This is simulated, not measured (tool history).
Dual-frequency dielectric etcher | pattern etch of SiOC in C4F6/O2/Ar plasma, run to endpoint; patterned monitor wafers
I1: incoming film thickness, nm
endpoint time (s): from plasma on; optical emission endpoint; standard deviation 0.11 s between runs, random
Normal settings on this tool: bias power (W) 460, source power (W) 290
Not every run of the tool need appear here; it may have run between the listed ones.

{"run": 1, "day": 0.0, "bias power (W)": 460, "source power (W)": 290, "I1": 43.95, "endpoint time (s)": 18.7}
{"run": 2, "day": 2.088, "bias power (W)": 460, "source power (W)": 290, "I1": 44.26, "endpoint time (s)": 18.8}
{"run": 3, "day": 4.362, "bias power (W)": 460, "source power (W)": 290, "I1": 44.26, "endpoint time (s)": 19.2}
{"day": 6.792, "done": "wet clean of the chamber"}
{"run": 4, "day": 6.812, "bias power (W)": 460, "source power (W)": 290, "I1": 44.15, "endpoint time (s)": 18.5}
{"run": 5, "day": 8.954, "bias power (W)": 460, "source power (W)": 290, "I1": 44.35, "endpoint time (s)": 18.5}
{"run": 6, "day": 13.529, "bias power (W)": 384, "source power (W)": 290, "I1": 44.36, "endpoint time (s)": 20.6}
{"run": 7, "day": 14.846, "bias power (W)": 384, "source power (W)": 290, "I1": 44.8, "endpoint time (s)": 21}
{"run": 8, "day": 16.617, "bias power (W)": 384, "source power (W)": 290, "I1": 43.53, "endpoint time (s)": 20.3}
{"run": 9, "day": 17.988, "bias power (W)": 427, "source power (W)": 290, "I1": 44.41, "endpoint time (s)": 19.7}
{"run": 10, "day": 21.842, "bias power (W)": 378, "source power (W)": 300, "I1": 44.17, "endpoint time (s)": 21}
{"day": 25.029, "done": "wet clean of the chamber"}
{"run": 11, "day": 25.05, "bias power (W)": 378, "source power (W)": 300, "I1": 44.54, "endpoint time (s)": 19.9}
{"run": 12, "day": 26.533, "bias power (W)": 378, "source power (W)": 300, "I1": 44.19, "endpoint time (s)": 19.9}
{"run": 13, "day": 28.017, "bias power (W)": 460, "source power (W)": 290, "I1": 44.04, "endpoint time (s)": 18.3}
{"run": 14, "day": 30.704, "bias power (W)": 460, "source power (W)": 290, "I1": 44.67, "endpoint time (s)": 18.7}
{"run": 15, "day": 31.921, "bias power (W)": 460, "source power (W)": 290, "I1": 43.83, "endpoint time (s)": 18.4}
{"run": 16, "day": 33.475, "bias power (W)": 563, "source power (W)": 360, "I1": 43.93, "endpoint time (s)": 16.1}
{"run": 17, "day": 36.362, "bias power (W)": 412, "source power (W)": 240, "I1": 44.35, "endpoint time (s)": 20.9}

What does the tool deliver on the next run?
{"run": 18, "day": 37.675, "bias power (W)": 366, "source power (W)": 230, "I1": 44.45, "endpoint time (s)": "?"}

endpoint time (s): 22.7
Minus the tool's unlogged condition, the same run would have read endpoint time (s) 21.7.
